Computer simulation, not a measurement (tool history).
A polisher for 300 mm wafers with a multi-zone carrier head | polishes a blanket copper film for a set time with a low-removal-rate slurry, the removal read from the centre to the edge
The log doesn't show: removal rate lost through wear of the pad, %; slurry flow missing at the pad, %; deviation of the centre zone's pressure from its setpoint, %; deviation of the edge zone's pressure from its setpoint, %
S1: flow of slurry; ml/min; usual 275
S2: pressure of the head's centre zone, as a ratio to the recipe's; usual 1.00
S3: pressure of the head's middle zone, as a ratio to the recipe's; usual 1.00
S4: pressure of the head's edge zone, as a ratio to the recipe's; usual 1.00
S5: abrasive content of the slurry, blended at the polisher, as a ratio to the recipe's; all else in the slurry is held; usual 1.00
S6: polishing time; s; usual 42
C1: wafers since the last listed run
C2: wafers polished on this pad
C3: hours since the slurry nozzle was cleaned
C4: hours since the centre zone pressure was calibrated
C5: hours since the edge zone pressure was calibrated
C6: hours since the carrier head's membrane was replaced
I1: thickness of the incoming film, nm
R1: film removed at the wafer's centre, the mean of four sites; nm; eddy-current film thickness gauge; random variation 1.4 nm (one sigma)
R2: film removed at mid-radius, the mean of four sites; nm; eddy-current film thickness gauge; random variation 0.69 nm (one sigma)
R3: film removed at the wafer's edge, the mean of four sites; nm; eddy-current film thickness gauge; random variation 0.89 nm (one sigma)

run	day	S1	S2	S3	S4	S5	S6	C1	C2	C3	C4	C5	C6	I1	R1	R2	R3
1	0.000	275	1.00	1.00	1.00	1.00	42	0	430	430.3	653.2	895.3	1311.8	709.1	91.5	93.5	95.2
2	0.275	275	1.00	1.00	1.00	1.00	42	51	482	436.9	659.8	901.9	1318.4	726.6	93.0	92.8	94.0
3	0.721	275	1.00	1.00	1.08	1.00	42	84	566	447.6	670.5	912.6	1329.1	708.0	90.4	94.2	98.0
4	1.254	275	1.00	1.00	1.00	1.00	42	100	666	460.4	683.3	925.4	1341.9	714.7	92.3	93.9	93.7
5	1.583	275	1.00	1.00	1.00	1.00	42	62	728	468.3	691.2	933.3	1349.8	728.7	92.4	92.1	92.7
6	1.850	275	1.00	1.00	1.00	1.00	42	50	778	474.7	697.6	939.7	1356.2	728.0	91.7	92.9	94.5
7	2.208	345	1.00	1.00	1.00	1.00	42	67	846	483.3	706.2	948.3	1364.8	707.2	95.2	96.2	96.4
8	3.862	345	1.00	1.00	1.00	1.00	42	311	1158	523.0	745.9	988.0	1404.5	712.7	95.2	96.8	96.8
9	4.188	275	1.00	1.00	1.00	1.00	42	61	1219	530.8	753.7	995.8	1412.3	717.3	91.9	92.9	95.1
# day 4.850: carrier head's membrane replaced by a new one
10	4.871	275	1.00	1.00	1.00	1.00	42	89	1309	547.2	770.1	1012.2	0.5	723.9	90.7	92.2	93.4
# day 6.408: worn pad replaced by a new one, of another model than before
# day 6.558: centre zone pressure recalibrated
11	6.875	275	0.88	1.06	1.08	1.20	42	330	72	595.3	7.6	1060.3	48.6	717.8	88.1	106.2	106.4
12	7.283	275	1.00	1.00	1.00	0.85	30	76	149	605.1	17.4	1070.1	58.4	710.7	64.3	66.3	66.6
13	8.012	240	1.00	1.00	1.05	1.00	50	137	287	622.6	34.9	1087.6	75.9	716.7	116.2	112.5	118.1
14	8.467	325	1.00	1.00	1.10	1.25	42	85	372	633.5	45.8	1098.5	86.8	719.1	102.4	104.4	110.7
15	8.788	275	1.00	1.00	1.00	1.00	42	60	433	641.2	53.5	1106.2	94.5	722.9	94.5	97.6	97.5
16	9.050	275	1.00	1.00	1.00	1.00	42	49	482	647.5	59.8	1112.5	100.8	724.8	93.9	96.1	97.6
# day 10.438: slurry nozzle cleaned
# day 10.712: edge zone pressure recalibrated
17	11.225	370	0.93	1.00	1.00	1.25	42	386	869	18.9	112.0	12.3	153.0	724.6	98.9	108.2	106.9
18	11.788	275	1.00	1.00	1.00	1.00	42	106	975	32.4	125.5	25.8	166.5	728.5	102.2	99.3	98.1
19	12.375	215	1.00	1.08	1.00	1.00	42	110	1085	46.5	139.6	39.9	180.6	720.3	95.8	104.3	97.7
20	14.333	360	1.00	1.00	0.91	0.90	34	369	1455	93.5	186.6	86.9	227.6	724.7	78.2	79.2	74.8
21	14.633	225	1.00	1.00	1.00	1.00	42	56	1511	100.7	193.8	94.1	234.8	721.8	97.8	97.9	96.1
# day 15.138: worn pad replaced by a new one
22	15.238	215	1.00	1.00	0.89	1.15	34	82	18	115.2	208.3	108.6	249.3	723.2	80.7	81.8	78.1
23	15.592	275	1.00	1.00	0.91	1.15	42	66	85	123.7	216.8	117.1	257.8	728.9	99.1	103.3	99.2

Forecast each of these 3 alternatives for the next run:
A	15.608	275	1.00	1.00	1.00	1.00	42	3	88	124.1	217.2	117.5	258.2	729.5	?	?	?
B	15.608	245	1.06	1.00	1.00	1.00	42	3	88	124.1	217.2	117.5	258.2	729.5	?	?	?
C	15.608	275	1.00	0.92	0.89	1.00	42	3	88	124.1	217.2	117.5	258.2	729.5	?	?	?

run	R1	R2	R3
A	99.0	99.8	97.7
B	104.1	99.0	97.1
C	98.9	93.1	92.9
Without the tool's hidden state the same runs would have given:
run	R1	R2	R3
A	100.5	101.2	98.7
B	105.7	100.4	98.2
C	100.4	94.3	93.8
